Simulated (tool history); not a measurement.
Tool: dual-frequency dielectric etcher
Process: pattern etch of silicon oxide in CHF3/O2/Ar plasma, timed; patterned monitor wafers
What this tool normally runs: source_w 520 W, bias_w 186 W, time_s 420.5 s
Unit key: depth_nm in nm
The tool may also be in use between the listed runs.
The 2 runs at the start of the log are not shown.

| run | hour | source_w | bias_w | time_s | wafers since the last listed run | hours since the last wet clean | hours since the last source power generator calibration | hours since the last bias power generator calibration | hours since the last upper electrode change | hours since the gauge calibration | read-back reference wafer on the same gauge, depth_nm | depth_nm |
|---|---|---|---|---|---|---|---|---|---|---|---|---|
| 3 | 105.3 | 610 | 186 | 420.5 | 108 | 404 | 4487.5 | 54.8 | 4486.9 | 37.8 | 625.3 | 852.1 |
| 4 | 128.4 | 520 | 186 | 420.5 | 87 | 427.1 | 4510.6 | 77.9 | 4510 | 60.9 | 625 | 801.3 |
| 5 | 161 | 520 | 186 | 420.5 | 123 | 459.7 | 4543.2 | 110.5 | 4542.6 | 93.5 | 624.2 | 802 |
| 6 | 183.9 | 520 | 186 | 420.5 | 86 | 482.6 | 4566.1 | 133.4 | 4565.5 | 116.4 | 625 | 805.3 |
| 7 | 205.3 | 520 | 165 | 420.5 | 81 | 504 | 4587.5 | 154.8 | 4586.9 | 137.8 | 624.3 | 787.4 |
|  | 214.4 | source power generator calibrated |
|  | 269.7 | upper electrode replaced |
| 8 | 295.9 | 480 | 186 | 420.5 | 237 | 594.6 | 81.5 | 245.4 | 26.2 | 228.4 | 625.2 | 781.9 |
| 9 | 318.7 | 520 | 186 | 420.5 | 86 | 617.4 | 104.3 | 268.2 | 49 | 251.2 | 625 | 816.9 |
| 10 | 340.3 | 520 | 186 | 420.5 | 81 | 639 | 125.9 | 289.8 | 70.6 | 272.8 | 624.5 | 810.4 |
|  | 388.1 | wet clean of the chamber |
| 11 | 388.6 | 410 | 186 | 512 | 92 | 0.5 | 174.2 | 338.1 | 118.9 | 321.1 | 624.6 | 852.9 |
| 12 | 401.9 | 520 | 186 | 420.5 | 50 | 13.8 | 187.5 | 351.4 | 132.2 | 334.4 | 626.3 | 780.7 |
| 13 | 421.5 | 520 | 186 | 420.5 | 74 | 33.4 | 207.1 | 371 | 151.8 | 354 | 624.8 | 775.7 |
| 14 | 444.8 | 520 | 186 | 420.5 | 88 | 56.7 | 230.4 | 394.3 | 175.1 | 377.3 | 625.4 | 778.8 |
| 15 | 471.1 | 520 | 144 | 420.5 | 99 | 83 | 256.7 | 420.6 | 201.4 | 403.6 | 626.6 | 745.6 |
| 16 | 500.9 | 620 | 170 | 420.5 | 112 | 112.8 | 286.5 | 450.4 | 231.2 | 433.4 | 625.4 | 817.3 |
| 17 | 552.1 | 520 | 215 | 420.5 | 193 | 164 | 337.7 | 501.6 | 282.4 | 484.6 | 626.3 | 808.5 |
| 18 | 580.2 | 640 | 186 | 357.5 | 106 | 192.1 | 365.8 | 529.7 | 310.5 | 512.7 | 624.7 | 731 |
| 19 | 598 | 520 | 186 | 420.5 | 67 | 209.9 | 383.6 | 547.5 | 328.3 | 530.5 | 625.2 | 787.9 |
| 20 | 628.5 | 520 | 186 | 453 | 115 | 240.4 | 414.1 | 578 | 358.8 | 561 | 625.4 | 848 |
| 21 | 644.2 | 420 | 186 | 420.5 | 59 | 256.1 | 429.8 | 593.7 | 374.5 | 576.7 | 625.6 | 738.1 |
| 22 | 658.9 | 640 | 223 | 519.5 | 55 | 270.8 | 444.5 | 608.4 | 389.2 | 591.4 | 625.2 | 1100.7 |
| 23 | 673.1 | 520 | 186 | 501.5 | 53 | 285 | 458.7 | 622.6 | 403.4 | 605.6 | 625.1 | 945.8 |
|  | 691.4 | gauge calibrated |
| 24 | 698.6 | 560 | 142 | 420.5 | 96 | 310.5 | 484.2 | 648.1 | 428.9 | 7.2 | 625 | 773.8 |
| 25 | 719.4 | 520 | 213 | 420.5 | 78 | 331.3 | 505 | 668.9 | 449.7 | 28 | 624.6 | 819.7 |
| 26 | 751.8 | 520 | 186 | 530.5 | 122 | 363.7 | 537.4 | 701.3 | 482.1 | 60.4 | 624.4 | 1005.8 |

What will run 27 give?
| 27 | 765.2 | 460 | 167 | 476.5 | 50 | 377.1 | 550.8 | 714.7 | 495.5 | 73.8 | ? | ? |

read-back reference wafer on the same gauge, depth_nm: 624.4
depth_nm: 845.8 nm
Take away the tool's hidden state, keep the run-to-run variation as it was, and the same run would have given depth_nm 817 nm.

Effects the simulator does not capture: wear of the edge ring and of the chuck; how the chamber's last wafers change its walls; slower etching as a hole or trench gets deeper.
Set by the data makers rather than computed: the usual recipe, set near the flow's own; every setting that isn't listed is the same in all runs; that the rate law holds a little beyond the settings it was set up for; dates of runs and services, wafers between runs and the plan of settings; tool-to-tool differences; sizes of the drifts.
